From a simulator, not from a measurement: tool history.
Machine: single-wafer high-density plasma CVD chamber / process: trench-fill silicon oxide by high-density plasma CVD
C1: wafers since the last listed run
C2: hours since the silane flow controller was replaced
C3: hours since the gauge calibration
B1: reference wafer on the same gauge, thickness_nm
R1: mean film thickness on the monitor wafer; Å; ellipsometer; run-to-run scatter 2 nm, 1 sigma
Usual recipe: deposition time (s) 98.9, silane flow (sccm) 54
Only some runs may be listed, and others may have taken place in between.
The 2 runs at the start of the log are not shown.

{"run": 3, "hour": 44.0, "deposition time (s)": 105.3, "silane flow (sccm)": 54, "C1": 266, "C2": 1234.4, "C3": 740.2, "B1": 516.301, "R1": 5934.46}
{"run": 4, "hour": 75.9, "deposition time (s)": 98.9, "silane flow (sccm)": 54, "C1": 514, "C2": 1266.3, "C3": 772.1, "B1": 515.553, "R1": 5550.98}
{"run": 5, "hour": 89.3, "deposition time (s)": 98.9, "silane flow (sccm)": 54, "C1": 216, "C2": 1279.7, "C3": 785.5, "B1": 515.769, "R1": 5559.81}
{"run": 6, "hour": 166.2, "deposition time (s)": 112.4, "silane flow (sccm)": 54, "C1": 1240, "C2": 1356.6, "C3": 862.4, "B1": 516.201, "R1": 6340.79}
{"run": 7, "hour": 192.6, "deposition time (s)": 112.4, "silane flow (sccm)": 54, "C1": 425, "C2": 1383, "C3": 888.8, "B1": 516.072, "R1": 6344.07}
{"hour": 257.6, "done": "gauge calibrated"}
{"run": 8, "hour": 269.5, "deposition time (s)": 112.4, "silane flow (sccm)": 54, "C1": 1240, "C2": 1459.9, "C3": 11.9, "B1": 515.612, "R1": 6316.53}
{"run": 9, "hour": 287.5, "deposition time (s)": 98.9, "silane flow (sccm)": 54, "C1": 290, "C2": 1477.9, "C3": 29.9, "B1": 515.968, "R1": 5512.38}
{"run": 10, "hour": 309.6, "deposition time (s)": 98.9, "silane flow (sccm)": 54, "C1": 356, "C2": 1500, "C3": 52, "B1": 515.609, "R1": 5512.18}
{"run": 11, "hour": 331.6, "deposition time (s)": 98.9, "silane flow (sccm)": 54, "C1": 354, "C2": 1522, "C3": 74, "B1": 515.994, "R1": 5533.51}
{"run": 12, "hour": 363.2, "deposition time (s)": 98.9, "silane flow (sccm)": 54, "C1": 509, "C2": 1553.6, "C3": 105.6, "B1": 515.851, "R1": 5543.14}
{"run": 13, "hour": 381.8, "deposition time (s)": 98.9, "silane flow (sccm)": 54, "C1": 300, "C2": 1572.2, "C3": 124.2, "B1": 516.591, "R1": 5520.71}
{"run": 14, "hour": 398.6, "deposition time (s)": 98.9, "silane flow (sccm)": 54, "C1": 271, "C2": 1589, "C3": 141, "B1": 515.605, "R1": 5524.35}
{"run": 15, "hour": 471.8, "deposition time (s)": 98.9, "silane flow (sccm)": 54, "C1": 1180, "C2": 1662.2, "C3": 214.2, "B1": 516.396, "R1": 5500.87}
{"run": 16, "hour": 497.5, "deposition time (s)": 94.4, "silane flow (sccm)": 54, "C1": 414, "C2": 1687.9, "C3": 239.9, "B1": 515.969, "R1": 5248.33}
{"run": 17, "hour": 527.1, "deposition time (s)": 94.4, "silane flow (sccm)": 54, "C1": 477, "C2": 1717.5, "C3": 269.5, "B1": 516.201, "R1": 5241.2}
{"run": 18, "hour": 560.5, "deposition time (s)": 89.5, "silane flow (sccm)": 61, "C1": 538, "C2": 1750.9, "C3": 302.9, "B1": 515.641, "R1": 5641.48}
{"run": 19, "hour": 581.8, "deposition time (s)": 89.5, "silane flow (sccm)": 61, "C1": 343, "C2": 1772.2, "C3": 324.2, "B1": 515.555, "R1": 5630.96}
{"run": 20, "hour": 606.6, "deposition time (s)": 89.5, "silane flow (sccm)": 61, "C1": 400, "C2": 1797, "C3": 349, "B1": 515.711, "R1": 5599.39}
{"run": 21, "hour": 703.4, "deposition time (s)": 98.9, "silane flow (sccm)": 54, "C1": 1561, "C2": 1893.8, "C3": 445.8, "B1": 515.722, "R1": 5456.39}
{"run": 22, "hour": 718.4, "deposition time (s)": 98.9, "silane flow (sccm)": 54, "C1": 242, "C2": 1908.8, "C3": 460.8, "B1": 515.697, "R1": 5476.62}
{"run": 23, "hour": 749.8, "deposition time (s)": 98.9, "silane flow (sccm)": 54, "C1": 506, "C2": 1940.2, "C3": 492.2, "B1": 516.564, "R1": 5484.69}
{"run": 24, "hour": 781.9, "deposition time (s)": 92.2, "silane flow (sccm)": 63, "C1": 517, "C2": 1972.3, "C3": 524.3, "B1": 515.862, "R1": 5967.86}
{"run": 25, "hour": 879.8, "deposition time (s)": 93.7, "silane flow (sccm)": 54, "C1": 1579, "C2": 2070.2, "C3": 622.2, "B1": 515.184, "R1": 5150.48}
{"run": 26, "hour": 898.9, "deposition time (s)": 85.8, "silane flow (sccm)": 48, "C1": 308, "C2": 2089.3, "C3": 641.3, "B1": 515.788, "R1": 4210.36}

For run 27, what comes out?
{"run": 27, "hour": 916.6, "deposition time (s)": 111.4, "silane flow (sccm)": 46, "C1": 285, "C2": 2107, "C3": 659, "B1": "?", "R1": "?"}

Run 27 measured B1 516.264, R1 5209.37 Å.
Take away the tool's hidden state, keep the run-to-run variation as it was, and the same run would have given R1 5508.64 Å.
